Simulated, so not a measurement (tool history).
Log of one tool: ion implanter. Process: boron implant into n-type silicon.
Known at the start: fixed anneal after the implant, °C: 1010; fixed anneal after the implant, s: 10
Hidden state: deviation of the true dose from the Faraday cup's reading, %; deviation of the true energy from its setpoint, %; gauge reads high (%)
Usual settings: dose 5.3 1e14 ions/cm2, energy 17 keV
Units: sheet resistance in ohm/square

run,hour,dose,energy,wafers since the last listed run,hours since the last dose calibration,hours since the extraction supply was calibrated,hours since the gauge calibration,"read-back reference wafer on the same gauge, sheet resistance",sheet resistance
1,0,5.3,17,0,1861.9,6622.4,281.4,220.96,204.09
# hour 10.7: gauge calibrated
2,33.1,5.3,17,400,1895,6655.5,22.4,220.95,204.45
3,67.6,5.3,17,417,1929.5,6690,56.9,221.02,204.61
4,98.5,4.2,17,374,1960.4,6720.9,87.8,220.9,248.04
5,125.2,4.45,17,323,1987.1,6747.6,114.5,221.01,235.62
6,173.9,5.88,17,589,2035.8,6796.3,163.2,221.08,187.91
# hour 194.4: extraction supply calibrated
7,196.5,5.85,17,176,2058.4,2.1,185.8,220.89,188.39
8,229,3.74,12.5,393,2090.9,34.6,218.3,221.06,280.02
# hour 262.4: Faraday cup replaced and dose calibrated
9,264.1,5.3,17,328,1.7,69.7,253.4,220.99,196.16
10,290.2,3.77,13,316,27.8,95.8,279.5,220.92,265.77
# hour 301.9: gauge calibrated
11,380.5,6.23,18.5,1093,118.1,186.1,78.6,221.05,170.77
12,400,4.47,22.5,236,137.6,205.6,98.1,220.91,221.31
13,429.1,4.3,19,352,166.7,234.7,127.2,221.07,232.22

Forecast run 14:
14,442.2,5.3,17,158,179.8,247.8,140.3,?,?

Run 14 gave read-back reference wafer on the same gauge, sheet resistance 220.87, sheet resistance 197.52 ohm/square.
Without the tool's hidden state the same run would have given sheet resistance 195.99 ohm/square.

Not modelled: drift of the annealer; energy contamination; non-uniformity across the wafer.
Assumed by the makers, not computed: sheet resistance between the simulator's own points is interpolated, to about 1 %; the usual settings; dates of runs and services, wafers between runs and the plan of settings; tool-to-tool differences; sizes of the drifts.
